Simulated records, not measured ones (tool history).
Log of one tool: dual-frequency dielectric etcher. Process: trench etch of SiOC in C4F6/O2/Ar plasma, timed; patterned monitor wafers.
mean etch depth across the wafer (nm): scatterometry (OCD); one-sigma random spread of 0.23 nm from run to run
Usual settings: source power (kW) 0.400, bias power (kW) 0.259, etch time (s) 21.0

run    hour  source power (kW)  bias power (kW)  etch time (s)  read-back reference wafer on the same gauge, depth_nm  mean etch depth across the wafer (nm)
  1     0.0              0.400            0.284           19.0                                                  51.16                                  43.97
  2   213.4              0.400            0.259           21.0                                                  51.17                                  47.00
  3   409.9              0.400            0.259           18.5                                                  51.15                                  41.57
      521.9  -- wet clean of the chamber
      568.0  -- gauge calibrated
  4   615.6              0.400            0.259           18.5                                                  51.19                                  41.23
  5   670.8              0.400            0.240           21.0                                                  51.23                                  45.90
      696.4  -- upper electrode replaced
  6   696.9              0.400            0.240           21.0                                                  51.15                                  45.54
  7   761.8              0.400            0.240           21.0                                                  51.18                                  45.68
  8   823.6              0.400            0.259           17.0                                                  51.20                                  38.38
      837.0  -- bias power generator calibrated
      838.5  -- source power generator calibrated
  9   874.0              0.400            0.259           17.0                                                  51.23                                  38.34
 10   908.6              0.400            0.259           16.5                                                  51.16                                  37.11
 11   955.6              0.330            0.259           21.0                                                  51.19                                  44.82
      988.5  -- wet clean of the chamber
 12  1015.8              0.340            0.214           18.5                                                  51.24                                  36.89
 13  1061.8              0.490            0.283           21.0                                                  51.20                                  51.71
 14  1115.0              0.400            0.206           21.0                                                  51.22                                  43.38
 15  1150.1              0.400            0.259           21.0                                                  51.28                                  47.31
 16  1193.1              0.440            0.299           21.0                                                  51.18                                  50.64
 17  1249.6              0.340            0.303           23.5                                                  51.23                                  53.55
 18  1280.3              0.440            0.259           23.0                                                  51.18                                  52.96
 19  1367.2              0.400            0.259           21.0                                                  51.20                                  47.47

Run 20 is up next; what results do you expect?
 20  1413.9              0.460            0.259           16.5                                                      ?                                      ?

{"run 20": {"read-back reference wafer on the same gauge, depth_nm": 51.19, "mean etch depth across the wafer (nm)": 38.53}}
With the hidden condition absent and the run-to-run variation left alone, this run would have shown mean etch depth across the wafer (nm) 38.53.
